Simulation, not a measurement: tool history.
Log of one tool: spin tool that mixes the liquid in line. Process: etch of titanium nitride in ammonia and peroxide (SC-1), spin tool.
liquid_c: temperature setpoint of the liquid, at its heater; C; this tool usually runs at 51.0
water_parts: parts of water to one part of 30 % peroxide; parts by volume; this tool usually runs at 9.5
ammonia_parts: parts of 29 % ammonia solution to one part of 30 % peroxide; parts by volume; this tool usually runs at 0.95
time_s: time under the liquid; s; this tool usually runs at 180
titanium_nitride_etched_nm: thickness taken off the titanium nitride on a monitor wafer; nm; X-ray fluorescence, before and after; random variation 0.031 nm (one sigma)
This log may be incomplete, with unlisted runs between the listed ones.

| run | hour | liquid_c | water_parts | ammonia_parts | time_s | read-back film thickness of the titanium nitride reference wafer, read on the same gauge (nm) | titanium_nitride_etched_nm |
|---|---|---|---|---|---|---|---|
| 1 | 0.0 | 51.0 | 9.5 | 0.95 | 100 | 29.98 | 3.85 |
| 2 | 94.8 | 51.0 | 9.5 | 0.95 | 260 | 30.01 | 10.01 |
| 3 | 189.5 | 51.0 | 9.5 | 0.95 | 180 | 30.00 | 6.87 |
| 4 | 248.8 | 51.0 | 9.5 | 0.95 | 180 | 30.03 | 6.85 |
| 5 | 327.3 | 51.0 | 9.5 | 1.05 | 180 | 30.02 | 7.00 |
|  | 352.3 | ammonia flow meter replaced |
| 6 | 373.7 | 51.0 | 9.5 | 1.05 | 180 | 30.01 | 7.04 |
| 7 | 409.9 | 51.0 | 9.5 | 1.05 | 180 | 29.99 | 7.03 |
| 8 | 484.4 | 54.5 | 9.5 | 1.20 | 145 | 30.00 | 7.38 |
| 9 | 566.9 | 51.0 | 9.5 | 0.70 | 180 | 30.00 | 6.66 |
| 10 | 607.5 | 51.0 | 6.0 | 0.95 | 225 | 30.01 | 10.79 |
|  | 641.0 | thermometer replaced |
|  | 673.1 | new drum of ammonia solution connected |
|  | 676.2 | gauge calibrated |
|  | 702.0 | heated supply line repaired |
| 11 | 880.5 | 45.0 | 9.5 | 0.95 | 180 | 30.01 | 4.54 |
| 12 | 949.0 | 51.0 | 9.5 | 0.95 | 180 | 30.00 | 6.88 |
| 13 | 1023.6 | 44.0 | 11.0 | 0.75 | 240 | 30.02 | 5.05 |
| 14 | 1084.4 | 51.0 | 9.5 | 0.95 | 180 | 30.01 | 6.87 |

Below are 4 alternative next runs, each starting from the tool's condition after run 14. Predict each:
| A | 1084.9 | 51.0 | 9.5 | 0.95 | 180 | ? | ? |
| B | 1084.9 | 57.0 | 9.5 | 1.20 | 180 | ? | ? |
| C | 1084.9 | 44.5 | 9.5 | 0.95 | 280 | ? | ? |
| D | 1084.9 | 51.0 | 11.5 | 0.95 | 180 | ? | ? |

| run | read-back film thickness of the titanium nitride reference wafer, read on the same gauge (nm) | titanium_nitride_etched_nm |
|---|---|---|
| A | 30.01 | 6.91 |
| B | 30.01 | 10.74 |
| C | 30.01 | 6.79 |
| D | 30.01 | 6.27 |
The same runs, with their run-to-run variation unchanged, on a tool lacking any hidden condition would have given:
| run | titanium_nitride_etched_nm |
|---|---|
| A | 6.91 |
| B | 10.74 |
| C | 6.79 |
| D | 6.27 |
